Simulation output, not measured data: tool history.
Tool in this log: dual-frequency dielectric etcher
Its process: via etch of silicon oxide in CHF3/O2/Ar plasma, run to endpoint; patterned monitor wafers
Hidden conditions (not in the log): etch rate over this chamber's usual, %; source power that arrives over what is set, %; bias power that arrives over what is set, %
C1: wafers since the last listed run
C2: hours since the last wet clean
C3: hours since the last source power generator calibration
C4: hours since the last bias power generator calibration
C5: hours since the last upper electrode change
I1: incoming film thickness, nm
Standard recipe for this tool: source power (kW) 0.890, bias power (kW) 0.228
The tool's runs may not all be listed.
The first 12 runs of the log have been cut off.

Run 13, hour 117.8: usual settings but bias power (kW) 0.271; C1 36; C2 367.8; C3 2885.2; C4 4432.3; C5 5030.1; I1 465.2. Result: endpoint time (s) 163.5.
Run 14, hour 128.8: usual settings but bias power (kW) 0.271; C1 51; C2 378.8; C3 2896.2; C4 4443.3; C5 5041.1; I1 468.6. Result: endpoint time (s) 164.3.
At hour 157.8: wet clean of the chamber.
Run 15, hour 158.3: usual settings but bias power (kW) 0.254; C1 25; C2 0.5; C3 2925.7; C4 4472.8; C5 5070.6; I1 465.1. Result: endpoint time (s) 169.4.
Run 16, hour 158.8: usual settings but bias power (kW) 0.254; C1 2; C2 1.0; C3 2926.2; C4 4473.3; C5 5071.1; I1 470.1. Result: endpoint time (s) 170.2.
Run 17, hour 165.4: usual settings but bias power (kW) 0.254; C1 31; C2 7.6; C3 2932.8; C4 4479.9; C5 5077.7; I1 468.0. Result: endpoint time (s) 169.9.
At hour 200.8: upper electrode replaced.
Run 18, hour 201.3: usual settings; C1 56; C2 43.5; C3 2968.7; C4 4515.8; C5 0.5; I1 471.3. Result: endpoint time (s) 176.5.
Run 19, hour 201.7: usual settings but source power (kW) 0.980, bias power (kW) 0.189; C1 1; C2 43.9; C3 2969.1; C4 4516.2; C5 0.9; I1 464.0. Result: endpoint time (s) 177.5.
Run 20, hour 207.8: usual settings but source power (kW) 0.790, bias power (kW) 0.243; C1 28; C2 50.0; C3 2975.2; C4 4522.3; C5 7.0; I1 467.5. Result: endpoint time (s) 178.8.
At hour 223.5: source power generator calibrated.
Run 21, hour 224.7: usual settings but source power (kW) 1.080, bias power (kW) 0.183; C1 60; C2 66.9; C3 1.2; C4 4539.2; C5 23.9; I1 465.8. Result: endpoint time (s) 175.4.
Run 22, hour 232.4: usual settings; C1 36; C2 74.6; C3 8.9; C4 4546.9; C5 31.6; I1 459.2. Result: endpoint time (s) 173.0.
Run 23, hour 238.8: usual settings but source power (kW) 1.080, bias power (kW) 0.205; C1 30; C2 81.0; C3 15.3; C4 4553.3; C5 38.0; I1 460.4. Result: endpoint time (s) 167.3.
Run 24, hour 245.7: usual settings but bias power (kW) 0.199; C1 32; C2 87.9; C3 22.2; C4 4560.2; C5 44.9; I1 464.8. Result: endpoint time (s) 180.2.
Run 25, hour 256.9: usual settings but source power (kW) 1.070, bias power (kW) 0.189; C1 52; C2 99.1; C3 33.4; C4 4571.4; C5 56.1; I1 464.3. Result: endpoint time (s) 172.4.
Run 26, hour 267.1: usual settings but source power (kW) 1.040, bias power (kW) 0.196; C1 48; C2 109.3; C3 43.6; C4 4581.6; C5 66.3; I1 466.6. Result: endpoint time (s) 173.3.
At hour 284.1: bias power generator calibrated.
Run 27, hour 284.6: usual settings but source power (kW) 0.760, bias power (kW) 0.255; C1 63; C2 126.8; C3 61.1; C4 0.5; C5 83.8; I1 462.4. Result: endpoint time (s) 174.3.
Run 28, hour 297.7: usual settings but source power (kW) 0.760, bias power (kW) 0.265; C1 61; C2 139.9; C3 74.2; C4 13.6; C5 96.9; I1 461.9. Result: endpoint time (s) 172.5.
Run 29, hour 308.1: usual settings; C1 49; C2 150.3; C3 84.6; C4 24.0; C5 107.3; I1 467.2. Result: endpoint time (s) 174.3.
Run 30, hour 314.2: usual settings; C1 28; C2 156.4; C3 90.7; C4 30.1; C5 113.4; I1 467.2. Result: endpoint time (s) 174.3.
Run 31, hour 330.8: usual settings but bias power (kW) 0.271; C1 78; C2 173.0; C3 107.3; C4 46.7; C5 130.0; I1 466.1. Result: endpoint time (s) 165.3.
Run 32, hour 340.7: usual settings; C1 46; C2 182.9; C3 117.2; C4 56.6; C5 139.9; I1 471.1. Result: endpoint time (s) 174.9.
Run 33, hour 349.7: usual settings; C1 42; C2 191.9; C3 126.2; C4 65.6; C5 148.9; I1 466.5. Result: endpoint time (s) 174.2.
Run 34, hour 362.8: usual settings but source power (kW) 0.750, bias power (kW) 0.212; C1 61; C2 205.0; C3 139.3; C4 78.7; C5 162.0; I1 464.1. Result: endpoint time (s) 184.2.
Run 35, hour 376.6: usual settings but source power (kW) 1.110; C1 65; C2 218.8; C3 153.1; C4 92.5; C5 175.8; I1 467.6. Result: endpoint time (s) 162.7.
Run 36, hour 384.7: usual settings but source power (kW) 0.680, bias power (kW) 0.208; C1 38; C2 226.9; C3 161.2; C4 100.6; C5 183.9; I1 465.5. Result: endpoint time (s) 191.4.

Consider 3 possible next runs. They are alternatives, not a sequence: every one starts from the tool as it was left by run 36. What does each give?
Run A, hour 385.2: usual settings; C1 2; C2 227.4; C3 161.7; C4 101.1; C5 184.4; I1 467.8. Result: endpoint time (s) ?.
Run B, hour 385.2: usual settings but bias power (kW) 0.262; C1 2; C2 227.4; C3 161.7; C4 101.1; C5 184.4; I1 467.8. Result: endpoint time (s) ?.
Run C, hour 385.2: usual settings but source power (kW) 0.740; C1 2; C2 227.4; C3 161.7; C4 101.1; C5 184.4; I1 467.8. Result: endpoint time (s) ?.

run  endpoint time (s)
  A              173.5
  B              166.6
  C              182.5
Without the tool's unlogged condition, the same runs would have read:
run  endpoint time (s)
  A              176.3
  B              169.3
  C              185.5

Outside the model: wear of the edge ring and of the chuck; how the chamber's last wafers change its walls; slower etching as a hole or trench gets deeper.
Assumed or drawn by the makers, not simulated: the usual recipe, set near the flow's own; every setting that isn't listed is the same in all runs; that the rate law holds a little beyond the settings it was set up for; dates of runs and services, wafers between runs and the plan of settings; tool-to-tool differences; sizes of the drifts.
